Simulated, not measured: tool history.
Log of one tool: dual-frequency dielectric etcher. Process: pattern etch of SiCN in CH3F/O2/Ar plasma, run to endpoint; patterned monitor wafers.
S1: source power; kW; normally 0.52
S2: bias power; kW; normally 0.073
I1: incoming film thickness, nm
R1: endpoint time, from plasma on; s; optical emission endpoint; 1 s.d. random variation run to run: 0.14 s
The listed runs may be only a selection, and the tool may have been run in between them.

Run 1, day 0: usual settings; I1 7.38. Result: R1 17.8 s.
Run 2, day 2.533: usual settings; I1 7.48. Result: R1 17.9 s.
Run 3, day 3.471: usual settings; I1 7.46. Result: R1 18 s.
Run 4, day 4.308: usual settings; I1 7.34. Result: R1 17.4 s.
Run 5, day 5.412: usual settings; I1 7.44. Result: R1 17.8 s.
Run 6, day 5.95: usual settings but S1 0.42 kW; I1 7.32. Result: R1 18.9 s.
Run 7, day 9.65: usual settings but S1 0.42 kW; I1 7.38. Result: R1 18.8 s.
At day 10.892: source power generator calibrated.
Run 8, day 11.017: usual settings; I1 7.29. Result: R1 17.2 s.
At day 12.046: upper electrode replaced.
Run 9, day 12.083: usual settings; I1 7.45. Result: R1 17.6 s.
Run 10, day 12.771: usual settings but S2 0.062 kW; I1 7.39. Result: R1 18.4 s.
Run 11, day 13.392: usual settings; I1 7.44. Result: R1 17.3 s.
Run 12, day 14.262: usual settings; I1 7.4. Result: R1 17.1 s.
Run 13, day 15.225: usual settings but S1 0.44 kW, S2 0.065 kW; I1 7.28. Result: R1 18.6 s.
At day 16.425: bias power generator calibrated.
Run 14, day 16.446: usual settings but S2 0.086 kW; I1 7.42. Result: R1 16.2 s.
At day 17.983: wet clean of the chamber.
Run 15, day 18.004: usual settings but S2 0.057 kW; I1 7.42. Result: R1 19.8 s.
Run 16, day 18.725: usual settings but S1 0.58 kW, S2 0.079 kW; I1 7.35. Result: R1 17 s.
Run 17, day 19.392: usual settings but S1 0.41 kW; I1 7.39. Result: R1 19.5 s.
Run 18, day 20.133: usual settings but S2 0.083 kW; I1 7.41. Result: R1 17.2 s.
Run 19, day 21.033: usual settings but S1 0.6 kW, S2 0.086 kW; I1 7.45. Result: R1 16.4 s.
Run 20, day 22.217: usual settings but S1 0.48 kW, S2 0.089 kW; I1 7.46. Result: R1 17.3 s.
Run 21, day 22.746: usual settings; I1 7.41. Result: R1 18.1 s.
Run 22, day 23.738: usual settings but S2 0.061 kW; I1 7.39. Result: R1 19 s.
Run 23, day 25.029: usual settings; I1 7.35. Result: R1 17.9 s.

Measured less the same run without the tool's hidden state. The same run-to-run variation is in both; the gauge's scatter may not be:
Hidden state at play: etch rate over this chamber's usual, %; source power that arrives over what is set, %; bias power that arrives over what is set, %.
run    R1
  1  -0.3
  2  -0.4
  3  -0.5
  4  -0.5
  5  -0.5
  6  -0.6
  7  -0.8
  8  -0.8
  9  -0.8
 10  -0.8
 11  -0.8
 12  -0.9
 13    -1
 14  -0.9
 15    +0
 16    +0
 17    +0
 18    +0
 19  -0.1
 20  -0.1
 21  -0.1
 22  -0.1
 23  -0.2
